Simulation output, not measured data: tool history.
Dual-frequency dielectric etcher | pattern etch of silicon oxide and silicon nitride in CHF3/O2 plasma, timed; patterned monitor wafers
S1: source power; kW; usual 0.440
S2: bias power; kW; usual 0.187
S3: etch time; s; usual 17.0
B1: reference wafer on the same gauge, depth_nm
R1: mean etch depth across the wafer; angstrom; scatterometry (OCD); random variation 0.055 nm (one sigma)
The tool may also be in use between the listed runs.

run,hour,S1,S2,S3,B1,R1
1,0.0,0.440,0.213,17.0,23.61,227.3
2,9.4,0.440,0.213,17.0,23.61,228.2
3,16.0,0.440,0.213,17.0,23.61,228.5
4,22.5,0.440,0.187,17.0,23.60,218.0
5,34.5,0.440,0.187,17.0,23.60,218.0
6,41.3,0.440,0.187,17.0,23.59,216.9
# hour 50.9: source power generator calibrated
7,55.0,0.470,0.163,17.0,23.60,211.8
8,70.8,0.470,0.163,17.0,23.61,211.3
9,79.7,0.440,0.187,17.0,23.60,217.8
# hour 114.9: wet clean of the chamber
# hour 133.6: upper electrode replaced, of another model than before
10,134.1,0.440,0.154,17.0,23.61,205.1
11,134.5,0.440,0.187,17.0,23.59,213.9
12,134.8,0.490,0.164,12.5,23.60,158.2
13,135.9,0.500,0.154,20.0,23.60,251.4
# hour 161.9: bias power generator calibrated
14,166.4,0.440,0.187,17.0,23.60,214.7
15,179.9,0.540,0.200,13.5,23.59,185.1
16,189.6,0.440,0.187,17.0,23.60,215.5
# hour 190.5: gauge calibrated
17,205.8,0.350,0.167,14.0,23.59,161.5
18,242.2,0.440,0.213,17.0,23.61,223.1
19,249.5,0.440,0.212,17.0,23.60,222.4
20,266.9,0.440,0.187,17.0,23.60,216.0
21,283.6,0.350,0.206,17.0,23.60,207.8
22,295.1,0.390,0.144,17.0,23.60,195.5
23,305.1,0.490,0.187,13.0,23.59,170.5
24,314.1,0.440,0.162,21.5,23.60,263.2
25,320.9,0.530,0.187,17.0,23.60,227.5
26,334.7,0.530,0.224,18.5,23.61,260.2
27,346.4,0.440,0.225,17.0,23.60,225.8
28,361.6,0.440,0.187,19.0,23.59,242.2
29,374.5,0.530,0.201,15.0,23.60,206.1

Measured less the same run without the tool's hidden state. The same run-to-run variation is in both; the gauge's scatter may not be:
The hidden state here: etch rate over this chamber's usual, %; source power that arrives over what is set, %; bias power that arrives over what is set, %; gauge reads high (%).
run,R1
1,+2.7
2,+2.8
3,+2.8
4,+2.8
5,+2.9
6,+2.9
7,+2.8
8,+3.0
9,+3.1
10,+0.1
11,+0.1
12,+0.1
13,+0.1
14,+0.2
15,+0.3
16,+0.4
17,+0.4
18,+0.7
19,+0.8
20,+0.8
21,+0.9
22,+0.9
23,+0.9
24,+1.4
25,+1.3
26,+1.5
27,+1.4
28,+1.6
29,+1.4
